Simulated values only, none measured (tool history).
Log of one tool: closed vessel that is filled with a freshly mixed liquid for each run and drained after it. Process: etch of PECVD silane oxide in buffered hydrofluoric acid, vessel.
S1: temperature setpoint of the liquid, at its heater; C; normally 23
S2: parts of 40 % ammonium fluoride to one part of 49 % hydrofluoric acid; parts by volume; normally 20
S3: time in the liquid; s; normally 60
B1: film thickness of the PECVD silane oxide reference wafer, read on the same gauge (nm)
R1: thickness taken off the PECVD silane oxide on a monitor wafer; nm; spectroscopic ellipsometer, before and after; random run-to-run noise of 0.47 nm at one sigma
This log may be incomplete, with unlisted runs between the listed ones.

Run 1, day 0: usual settings; B1 50. Result: R1 79.35 nm.
Run 2, day 3.246: usual settings; B1 50.01. Result: R1 78.95 nm.
Run 3, day 11.667: usual settings; B1 50. Result: R1 78.11 nm.
Run 4, day 13.625: usual settings but S1 19.5 C; B1 50. Result: R1 63.13 nm.
Run 5, day 16.917: usual settings but S1 19.5 C; B1 49.98. Result: R1 62.89 nm.
Run 6, day 20.383: usual settings but S1 19.5 C; B1 50.03. Result: R1 65.38 nm.
Run 7, day 30.2: usual settings but S3 40 s; B1 50. Result: R1 52.08 nm.
Run 8, day 32.712: usual settings but S3 40 s; B1 50.03. Result: R1 51.98 nm.
Run 9, day 35.992: usual settings but S2 25 parts by volume; B1 50.04. Result: R1 65.39 nm.
Run 10, day 37.708: usual settings; B1 49.99. Result: R1 76.66 nm.
Run 11, day 40.712: usual settings; B1 50. Result: R1 80.69 nm.
Run 12, day 50.988: usual settings; B1 50. Result: R1 78.39 nm.
Run 13, day 52.746: usual settings; B1 49.99. Result: R1 77.76 nm.
Run 14, day 55.992: usual settings; B1 49.97. Result: R1 78.51 nm.
Run 15, day 58.062: usual settings but S1 21.5 C, S2 27 parts by volume, S3 45 s; B1 50.02. Result: R1 43.12 nm.
Run 16, day 61.012: usual settings but S1 21 C, S2 22.5 parts by volume; B1 49.99. Result: R1 62.96 nm.
Run 17, day 64.821: usual settings but S1 21 C, S3 70 s; B1 50.01. Result: R1 82.82 nm.
Run 18, day 69.108: usual settings but S1 19 C, S2 24.5 parts by volume; B1 50. Result: R1 54.96 nm.
Run 19, day 73.092: usual settings but S1 18.5 C, S3 50 s; B1 50.03. Result: R1 51.1 nm.
Run 20, day 75.642: usual settings but S1 18.5 C, S2 15.5 parts by volume, S3 45 s; B1 49.98. Result: R1 58.27 nm.
Run 21, day 79.033: usual settings but S3 45 s; B1 49.99. Result: R1 58.16 nm.
Run 22, day 83.7: usual settings; B1 50.02. Result: R1 80.18 nm.
Run 23, day 86.625: usual settings but S1 21 C, S2 23.5 parts by volume, S3 30 s; B1 49.99. Result: R1 31.76 nm.
Run 24, day 90.129: usual settings but S1 18.5 C; B1 50.03. Result: R1 61.57 nm.

Taken out of this log: 8 entries between the listed runs. Where each belongs, and how the hidden state differs across it:
Runs 5 to 6: hydrofluoric acid flow meter replaced (day 20.054)
  hydrofluoric acid flow below the setpoint (%): 7.45 -> 0.558
  measured minus no-state result, R1: -3.45 -> -0.26 nm
Runs 6 to 7: thermometer replaced (day 21.492)
  hydrofluoric acid flow below the setpoint (%): 0.558 -> 3.92
  measured minus no-state result, R1: -0.26 -> -1.45 nm
Runs 10 to 11: hydrofluoric acid flow meter replaced (day 40.279)
  hydrofluoric acid flow below the setpoint (%): 6.5 -> 0.24
  measured minus no-state result, R1: -3.63 -> -0.14 nm
Runs 11 to 12: thermometer replaced (day 48.896)
  hydrofluoric acid flow below the setpoint (%): 0.24 -> 3.76
  measured minus no-state result, R1: -0.14 -> -2.1 nm
Runs 16 to 17: gauge calibrated (day 62.271); hydrofluoric acid flow meter replaced (day 62.504)
  hydrofluoric acid flow below the setpoint (%): 7.2 -> 1.15
  measured minus no-state result, R1: -3.34 -> -0.66 nm
Runs 19 to 20: thermometer replaced (day 75.175)
  hydrofluoric acid flow below the setpoint (%): 3.99 -> 4.86
  measured minus no-state result, R1: -1.45 -> -2.93 nm
Runs 21 to 22: hydrofluoric acid flow meter replaced (day 82.817)
  hydrofluoric acid flow below the setpoint (%): 6.03 -> 0.886
  measured minus no-state result, R1: -2.54 -> -0.5 nm
